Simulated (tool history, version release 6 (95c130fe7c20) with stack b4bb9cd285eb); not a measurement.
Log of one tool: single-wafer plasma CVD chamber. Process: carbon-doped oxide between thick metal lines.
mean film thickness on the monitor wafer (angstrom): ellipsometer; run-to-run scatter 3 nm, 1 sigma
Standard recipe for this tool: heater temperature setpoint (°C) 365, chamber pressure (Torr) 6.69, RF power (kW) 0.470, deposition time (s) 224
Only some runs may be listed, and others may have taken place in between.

| run | hour | heater temperature setpoint (°C) | chamber pressure (Torr) | RF power (kW) | deposition time (s) | read-back reference wafer on the same gauge, thickness_nm | mean film thickness on the monitor wafer (angstrom) |
|---|---|---|---|---|---|---|---|
| 1 | 0.0 | 365 | 6.69 | 0.470 | 224 | 994.193 | 10242.52 |
|  | 11.8 | gauge calibrated |
| 2 | 32.9 | 365 | 6.69 | 0.470 | 224 | 979.581 | 10096.12 |
| 3 | 60.4 | 365 | 6.69 | 0.470 | 224 | 983.180 | 10100.35 |
| 4 | 125.1 | 365 | 6.69 | 0.470 | 224 | 988.892 | 10210.24 |
| 5 | 154.0 | 365 | 6.69 | 0.470 | 224 | 989.529 | 10157.53 |
| 6 | 213.6 | 365 | 6.69 | 0.470 | 224 | 992.299 | 10161.38 |
|  | 262.1 | thermocouple changed; heater temperature recalibrated |
| 7 | 281.8 | 365 | 6.69 | 0.470 | 224 | 992.704 | 10216.28 |
|  | 329.4 | showerhead replaced |
| 8 | 337.7 | 376 | 6.69 | 0.415 | 189 | 994.106 | 7360.47 |
| 9 | 370.5 | 365 | 6.69 | 0.470 | 224 | 995.066 | 10237.37 |
|  | 379.1 | RF generator calibrated |
|  | 391.1 | gauge calibrated |
| 10 | 434.4 | 376 | 6.69 | 0.470 | 204 | 985.737 | 8995.16 |
|  | 461.5 | capacitance manometer re-zeroed and calibrated |
| 11 | 498.9 | 365 | 5.34 | 0.395 | 224 | 988.976 | 8176.61 |
| 12 | 530.5 | 378 | 6.69 | 0.470 | 224 | 990.959 | 9999.61 |
| 13 | 570.9 | 365 | 7.54 | 0.440 | 224 | 992.238 | 9507.56 |
| 14 | 635.8 | 365 | 6.69 | 0.470 | 224 | 993.790 | 10230.86 |

Difference, measured minus no-hidden-state, one row per run. Run-to-run variation is common to both terms; the gauge's own scatter need not be:
Hidden conditions of the tool in this case: wafer temperature above the value expected at the setpoint (K); delivered RF power above the setpoint (%); true pressure above the setpoint (%); gauge reads high (%).
| run | mean film thickness on the monitor wafer (angstrom) |
|---|---|
| 1 | +144.01 |
| 2 | +11.18 |
| 3 | +38.14 |
| 4 | +84.00 |
| 5 | +97.61 |
| 6 | +118.52 |
| 7 | +134.05 |
| 8 | +102.07 |
| 9 | +145.17 |
| 10 | +42.45 |
| 11 | +76.28 |
| 12 | +108.84 |
| 13 | +117.91 |
| 14 | +143.76 |

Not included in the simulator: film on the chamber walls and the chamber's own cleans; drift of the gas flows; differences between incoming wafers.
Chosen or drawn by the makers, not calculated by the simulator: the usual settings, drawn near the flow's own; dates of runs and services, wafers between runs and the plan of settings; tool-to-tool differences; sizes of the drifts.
